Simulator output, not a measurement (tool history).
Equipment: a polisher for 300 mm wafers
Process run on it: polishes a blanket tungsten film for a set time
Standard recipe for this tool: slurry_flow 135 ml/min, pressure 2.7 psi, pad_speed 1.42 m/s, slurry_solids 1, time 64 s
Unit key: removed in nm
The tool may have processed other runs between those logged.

run    hour  slurry_flow  pressure  pad_speed  slurry_solids  time  wafers since the last listed run  wafers polished on this pad  hours since the slurry nozzle was cleaned  hours since the head pressure was calibrated  hours since the slurry blender was calibrated  hours since the slurry got fresh peroxide  incoming thickness of the incoming film, nm  removed
  1       0          135       2.7       1.28              1    64                                 0                          945                                      122.9                                         308.7                                          371.4                                      227.7                                        864.3    303.4
  2    98.7          170       2.7       1.42              1    64                               846                         1792                                      221.6                                         407.4                                          470.1                                      326.4                                        866.9      351
      110.1  -- slurry blender recalibrated
      110.3  -- slurry tank refilled with fresh slurry and peroxide
  3     150          170       2.7       1.42              1    64                               420                         2212                                      272.9                                         458.7                                           39.9                                       39.7                                        873.2    354.2
  4   196.1          170       2.7       1.42              1    64                               395                         2608                                        319                                         504.8                                             86                                       85.8                                        881.9    346.7
      250.7  -- worn pad replaced by a new one
  5     282          135       2.7       1.42           1.05    64                               702                          267                                      404.9                                         590.7                                          171.9                                      171.7                                        873.8    335.6
      362.8  -- slurry nozzle cleaned
  6   375.7          135       2.7       1.42           1.05    64                               794                         1062                                       12.9                                         684.4                                          265.6                                      265.4                                        872.9    339.1
      447.1  -- slurry tank refilled with fresh slurry and peroxide
  7     564          135       2.7       1.42           1.05    64                              1605                         2668                                      201.2                                         872.7                                          453.9                                      116.9                                        875.3    331.5
  8   604.5          135       2.7       1.42              1    64                               347                         3016                                      241.7                                         913.2                                          494.4                                      157.4                                        860.4      326
      616.4  -- worn pad replaced by a new one
  9   642.1          135       2.7       1.42              1    64                               288                          220                                      279.3                                         950.8                                            532                                        195                                        867.4    329.2
        661  -- slurry blender recalibrated
 10   679.4          135       2.7       1.42              1    64                               302                          523                                      316.6                                         988.1                                           18.4                                      232.3                                        876.6    325.9
      751.5  -- head pressure recalibrated
 11   761.5          135       2.7       1.42              1    70                               686                         1209                                      398.7                                            10                                          100.5                                      314.4                                        867.7    326.3
 12   799.2          135       2.7       1.42              1    64                               323                         1533                                      436.4                                          47.7                                          138.2                                      352.1                                        866.1    294.4
      842.8  -- slurry tank refilled with fresh slurry and peroxide
 13   846.3          135       2.7       1.42              1    64                               395                         1928                                      483.5                                          94.8                                          185.3                                        3.5                                        875.6    296.5
      865.8  -- slurry nozzle cleaned
 14   925.1          135       2.7       1.42              1    64                               667                         2595                                       59.3                                         173.6                                          264.1                                       82.3                                          857    297.6
     1012.6  -- worn pad replaced by a new one
 15    1027          165       2.5       1.68              1    64                               839                          123                                      161.2                                         275.5                                            366                                      184.2                                        870.8    336.5
 16    1105          135       2.7       1.42              1    64                               668                          792                                      239.2                                         353.5                                            444                                      262.2                                        855.2    288.5
 17    1154          135       2.1       1.42              1    64                               420                         1212                                      288.2                                         402.5                                            493                                      311.2                                        869.5    225.1
     1171.7  -- slurry blender recalibrated
     1185.7  -- head pressure recalibrated, repeated, since the last time left the tool worse
 18    1204          135       2.7       1.72              1    64                               394                         1606                                      338.2                                          18.3                                           32.3                                      361.2                                        858.1    409.6
     1220.1  -- slurry tank refilled with fresh slurry and peroxide
 19  1267.9          165       2.7       1.64            1.3    64                               539                         2145                                      402.1                                          82.2                                           96.2                                       47.8                                        874.6    447.7
     1303.7  -- slurry nozzle cleaned
 20  1307.1          135       2.7       1.16              1    64                               327                         2473                                        3.4                                         121.4                                          135.4                                         87                                        870.3    274.4
     1329.5  -- worn pad replaced by a new one
 21  1396.8          170       2.7       1.22           0.75    64                               734                          576                                       93.1                                         211.1                                          225.1                                      176.7                                        853.4    268.7
 22  1453.1          135       2.7       1.42              1    64                               482                         1059                                      149.4                                         267.4                                          281.4                                        233                                        875.9    335.9
 23  1522.3          120       2.7       1.42              1    64                               593                         1652                                      218.6                                         336.6                                          350.6                                      302.2                                        863.5    326.8
     1595.7  -- slurry tank refilled with fresh slurry and peroxide
 24  1617.7          135       3.4       1.92              1    64                               809                         2462                                        314                                           432                                            446                                         22                                        869.2    564.4
     1642.2  -- worn pad replaced by a new one
     1651.9  -- slurry blender recalibrated
 25  1690.2          135       2.7       1.42              1    64                               570                          393                                      386.5                                         504.5                                           38.3                                       94.5                                        882.8    325.3

Forecast each of these 5 alternatives for the next run:
  A  1690.6          135       2.7       1.42              1    64                                 3                          397                                      386.9                                         504.9                                           38.7                                       94.9                                        850.3        ?
  B  1690.6          160       2.7        1.1           1.25    42                                 3                          397                                      386.9                                         504.9                                           38.7                                       94.9                                        850.3        ?
  C  1690.6          180         3       1.42              1    64                                 3                          397                                      386.9                                         504.9                                           38.7                                       94.9                                        850.3        ?
  D  1690.6          135       2.7       1.62              1    57                                 3                          397                                      386.9                                         504.9                                           38.7                                       94.9                                        850.3        ?
  E  1690.6          135       2.7       1.42            1.2    51                                 3                          397                                      386.9                                         504.9                                           38.7                                       94.9                                        850.3        ?

run  removed
  A    326.4
  B    185.3
  C    382.1
  D    331.6
  E    277.2
Take away the tool's hidden state, keep each run's random variation, and the runs would have read:
run  removed
  A    338.8
  B    192.3
  C    396.6
  D    344.2
  E    287.7
